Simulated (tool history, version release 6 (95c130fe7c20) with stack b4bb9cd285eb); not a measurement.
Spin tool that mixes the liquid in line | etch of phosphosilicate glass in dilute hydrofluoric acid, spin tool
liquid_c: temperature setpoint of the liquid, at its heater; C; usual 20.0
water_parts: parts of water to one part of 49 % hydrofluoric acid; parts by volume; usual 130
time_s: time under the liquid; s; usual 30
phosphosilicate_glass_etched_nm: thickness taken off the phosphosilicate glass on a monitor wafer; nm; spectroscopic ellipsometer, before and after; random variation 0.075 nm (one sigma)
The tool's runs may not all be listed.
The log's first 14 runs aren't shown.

run	hour	liquid_c	water_parts	time_s	wafers since the last listed run	hours since the thermometer was replaced	hours since the hydrofluoric acid flow meter was replaced	hours since the gauge calibration	read-back film thickness of the phosphosilicate glass reference wafer, read on the same gauge (nm)	phosphosilicate_glass_etched_nm
15	286.7	20.0	165	45	117	732.0	147.2	582.8	30.01	12.61
# hour 291.9: thermometer replaced
16	359.5	20.0	130	30	604	67.6	220.0	655.6	29.96	11.23
17	380.5	20.0	130	40	176	88.6	241.0	676.6	30.02	14.87
18	413.6	24.5	160	45	278	121.7	274.1	709.7	30.00	15.75
# hour 448.2: gauge calibrated
19	449.5	20.0	130	30	302	157.6	310.0	1.3	30.00	11.10
20	481.1	22.5	130	15	266	189.2	341.6	32.9	30.03	6.16
21	507.7	24.5	175	30	224	215.8	368.2	59.5	29.98	9.44
22	534.5	23.0	130	30	225	242.6	395.0	86.3	29.99	12.72
23	548.9	20.0	130	30	121	257.0	409.4	100.7	29.99	11.23
24	584.8	21.5	95	30	302	292.9	445.3	136.6	30.01	16.92
25	597.4	20.0	90	30	106	305.5	457.9	149.2	29.99	16.82
26	621.3	17.0	95	30	201	329.4	481.8	173.1	29.98	14.03
27	645.1	20.0	130	30	200	353.2	505.6	196.9	30.00	11.28
28	659.2	20.0	130	30	118	367.3	519.7	211.0	29.99	11.27
29	682.6	17.0	90	45	197	390.7	543.1	234.4	30.00	22.41
30	696.6	20.0	180	40	117	404.7	557.1	248.4	30.02	10.29
31	717.0	20.0	130	30	171	425.1	577.5	268.8	30.04	11.24
32	745.5	22.0	130	15	240	453.6	606.0	297.3	29.99	6.16
33	768.3	20.0	130	30	192	476.4	628.8	320.1	29.99	11.15

Forecast each of these 4 alternatives for the next run:
A	768.7	20.0	130	30	3	476.8	629.2	320.5	?	?
B	768.7	21.5	130	30	3	476.8	629.2	320.5	?	?
C	768.7	17.0	130	45	3	476.8	629.2	320.5	?	?
D	768.7	20.0	130	50	3	476.8	629.2	320.5	?	?

run	read-back film thickness of the phosphosilicate glass reference wafer, read on the same gauge (nm)	phosphosilicate_glass_etched_nm
A	29.98	11.19
B	29.98	11.88
C	29.98	14.84
D	29.98	18.64
Without the tool's hidden state the same runs would have given:
run	phosphosilicate_glass_etched_nm
A	11.19
B	11.88
C	14.84
D	18.64
